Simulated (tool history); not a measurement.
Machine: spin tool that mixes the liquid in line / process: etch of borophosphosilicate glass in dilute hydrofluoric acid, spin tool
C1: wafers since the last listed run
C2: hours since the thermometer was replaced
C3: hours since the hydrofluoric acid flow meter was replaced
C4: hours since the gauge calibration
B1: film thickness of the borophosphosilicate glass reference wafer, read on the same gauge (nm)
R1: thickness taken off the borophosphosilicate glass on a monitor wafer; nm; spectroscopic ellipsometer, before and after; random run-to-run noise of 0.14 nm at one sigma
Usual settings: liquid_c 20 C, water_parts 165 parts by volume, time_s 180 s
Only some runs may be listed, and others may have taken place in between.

{"run": 1, "hour": 0.0, "liquid_c": 20, "water_parts": 125, "time_s": 255, "C1": 0, "C2": 235.6, "C3": 1907, "C4": 390.1, "B1": 90, "R1": 53.44}
{"run": 2, "hour": 152.5, "liquid_c": 20, "water_parts": 165, "time_s": 180, "C1": 1233, "C2": 388.1, "C3": 2059.5, "C4": 542.6, "B1": 90, "R1": 28.46}
{"run": 3, "hour": 187.0, "liquid_c": 22, "water_parts": 165, "time_s": 180, "C1": 278, "C2": 422.6, "C3": 2094, "C4": 577.1, "B1": 90.02, "R1": 30.75}
{"hour": 362.1, "done": "thermometer replaced"}
{"run": 4, "hour": 393.6, "liquid_c": 20, "water_parts": 165, "time_s": 180, "C1": 1662, "C2": 31.5, "C3": 2300.6, "C4": 783.7, "B1": 90.02, "R1": 27.35}
{"run": 5, "hour": 449.8, "liquid_c": 20, "water_parts": 165, "time_s": 245, "C1": 454, "C2": 87.7, "C3": 2356.8, "C4": 839.9, "B1": 90.01, "R1": 37.28}
{"run": 6, "hour": 474.6, "liquid_c": 20, "water_parts": 165, "time_s": 245, "C1": 200, "C2": 112.5, "C3": 2381.6, "C4": 864.7, "B1": 89.99, "R1": 37.54}
{"run": 7, "hour": 525.6, "liquid_c": 20, "water_parts": 165, "time_s": 245, "C1": 412, "C2": 163.5, "C3": 2432.6, "C4": 915.7, "B1": 89.96, "R1": 37.66}
{"run": 8, "hour": 596.8, "liquid_c": 20, "water_parts": 165, "time_s": 180, "C1": 575, "C2": 234.7, "C3": 2503.8, "C4": 986.9, "B1": 89.98, "R1": 28.04}
{"run": 9, "hour": 647.8, "liquid_c": 20, "water_parts": 165, "time_s": 180, "C1": 412, "C2": 285.7, "C3": 2554.8, "C4": 1037.9, "B1": 89.98, "R1": 28.11}
{"run": 10, "hour": 719.6, "liquid_c": 20, "water_parts": 165, "time_s": 180, "C1": 580, "C2": 357.5, "C3": 2626.6, "C4": 1109.7, "B1": 90.01, "R1": 28.32}
{"hour": 735.7, "done": "hydrofluoric acid flow meter replaced"}
{"run": 11, "hour": 774.0, "liquid_c": 20, "water_parts": 165, "time_s": 180, "C1": 431, "C2": 411.9, "C3": 38.3, "C4": 1164.1, "B1": 90.02, "R1": 27.31}
{"run": 12, "hour": 815.2, "liquid_c": 18.5, "water_parts": 215, "time_s": 115, "C1": 333, "C2": 453.1, "C3": 79.5, "C4": 1205.3, "B1": 90.01, "R1": 12.17}
{"hour": 851.0, "done": "thermometer replaced"}
{"run": 13, "hour": 882.2, "liquid_c": 20, "water_parts": 165, "time_s": 180, "C1": 533, "C2": 31.2, "C3": 146.5, "C4": 1272.3, "B1": 89.98, "R1": 26.41}
{"run": 14, "hour": 923.2, "liquid_c": 18.5, "water_parts": 140, "time_s": 105, "C1": 331, "C2": 72.2, "C3": 187.5, "C4": 1313.3, "B1": 89.98, "R1": 17.68}
{"run": 15, "hour": 960.1, "liquid_c": 24.5, "water_parts": 165, "time_s": 240, "C1": 298, "C2": 109.1, "C3": 224.4, "C4": 1350.2, "B1": 90.05, "R1": 42.05}
{"run": 16, "hour": 992.3, "liquid_c": 20, "water_parts": 165, "time_s": 180, "C1": 260, "C2": 141.3, "C3": 256.6, "C4": 1382.4, "B1": 89.96, "R1": 26.69}
{"run": 17, "hour": 1027.2, "liquid_c": 18.5, "water_parts": 140, "time_s": 105, "C1": 282, "C2": 176.2, "C3": 291.5, "C4": 1417.3, "B1": 90.04, "R1": 17.92}
{"hour": 1069.8, "done": "gauge calibrated"}
{"run": 18, "hour": 1091.3, "liquid_c": 20, "water_parts": 90, "time_s": 140, "C1": 518, "C2": 240.3, "C3": 355.6, "C4": 21.5, "B1": 90, "R1": 42.06}
{"run": 19, "hour": 1135.4, "liquid_c": 20, "water_parts": 235, "time_s": 275, "C1": 356, "C2": 284.4, "C3": 399.7, "C4": 65.6, "B1": 90, "R1": 27.38}
{"run": 20, "hour": 1161.7, "liquid_c": 25, "water_parts": 215, "time_s": 180, "C1": 212, "C2": 310.7, "C3": 426, "C4": 91.9, "B1": 90.02, "R1": 24.19}
{"run": 21, "hour": 1189.2, "liquid_c": 20, "water_parts": 165, "time_s": 215, "C1": 222, "C2": 338.2, "C3": 453.5, "C4": 119.4, "B1": 90.01, "R1": 32.75}
{"run": 22, "hour": 1226.8, "liquid_c": 20, "water_parts": 165, "time_s": 180, "C1": 304, "C2": 375.8, "C3": 491.1, "C4": 157, "B1": 90.03, "R1": 27.58}
{"run": 23, "hour": 1290.6, "liquid_c": 24, "water_parts": 125, "time_s": 245, "C1": 515, "C2": 439.6, "C3": 554.9, "C4": 220.8, "B1": 90.03, "R1": 61.19}
{"run": 24, "hour": 1344.3, "liquid_c": 18.5, "water_parts": 140, "time_s": 225, "C1": 434, "C2": 493.3, "C3": 608.6, "C4": 274.5, "B1": 89.96, "R1": 39.99}
{"run": 25, "hour": 1370.1, "liquid_c": 17, "water_parts": 110, "time_s": 180, "C1": 208, "C2": 519.1, "C3": 634.4, "C4": 300.3, "B1": 89.99, "R1": 39.52}
{"hour": 1425.7, "done": "thermometer replaced"}
{"run": 26, "hour": 1435.9, "liquid_c": 20, "water_parts": 165, "time_s": 145, "C1": 524, "C2": 10.2, "C3": 700.2, "C4": 366.1, "B1": 90.04, "R1": 21.46}
{"run": 27, "hour": 1476.3, "liquid_c": 20, "water_parts": 165, "time_s": 180, "C1": 326, "C2": 50.6, "C3": 740.6, "C4": 406.5, "B1": 89.94, "R1": 26.64}
{"run": 28, "hour": 1514.6, "liquid_c": 20, "water_parts": 165, "time_s": 180, "C1": 309, "C2": 88.9, "C3": 778.9, "C4": 444.8, "B1": 90, "R1": 26.72}
{"run": 29, "hour": 1547.6, "liquid_c": 22.5, "water_parts": 165, "time_s": 275, "C1": 266, "C2": 121.9, "C3": 811.9, "C4": 477.8, "B1": 89.96, "R1": 45.43}
{"run": 30, "hour": 1582.4, "liquid_c": 20, "water_parts": 165, "time_s": 235, "C1": 281, "C2": 156.7, "C3": 846.7, "C4": 512.6, "B1": 90.04, "R1": 35.39}
{"run": 31, "hour": 1639.2, "liquid_c": 23, "water_parts": 165, "time_s": 150, "C1": 459, "C2": 213.5, "C3": 903.5, "C4": 569.4, "B1": 89.98, "R1": 25.79}

Here are 5 independent what-if runs from the current tool condition. What would each one return?
{"run": "A", "hour": 1639.7, "liquid_c": 20, "water_parts": 165, "time_s": 180, "C1": 4, "C2": 214, "C3": 904, "C4": 569.9, "B1": "?", "R1": "?"}
{"run": "B", "hour": 1639.7, "liquid_c": 20, "water_parts": 165, "time_s": 95, "C1": 4, "C2": 214, "C3": 904, "C4": 569.9, "B1": "?", "R1": "?"}
{"run": "C", "hour": 1639.7, "liquid_c": 17.5, "water_parts": 130, "time_s": 265, "C1": 4, "C2": 214, "C3": 904, "C4": 569.9, "B1": "?", "R1": "?"}
{"run": "D", "hour": 1639.7, "liquid_c": 18, "water_parts": 230, "time_s": 230, "C1": 4, "C2": 214, "C3": 904, "C4": 569.9, "B1": "?", "R1": "?"}
{"run": "E", "hour": 1639.7, "liquid_c": 24, "water_parts": 165, "time_s": 120, "C1": 4, "C2": 214, "C3": 904, "C4": 569.9, "B1": "?", "R1": "?"}

run=A B1=90 R1=27.28
run=B B1=90 R1=14.4
run=C B1=90 R1=47.81
run=D B1=90 R1=21.73
run=E B1=90 R1=21.2
Without the tool's hidden state the same runs would have given:
run=A R1=25.93
run=B R1=13.68
run=C R1=45.38
run=D R1=20.64
run=E R1=20.17
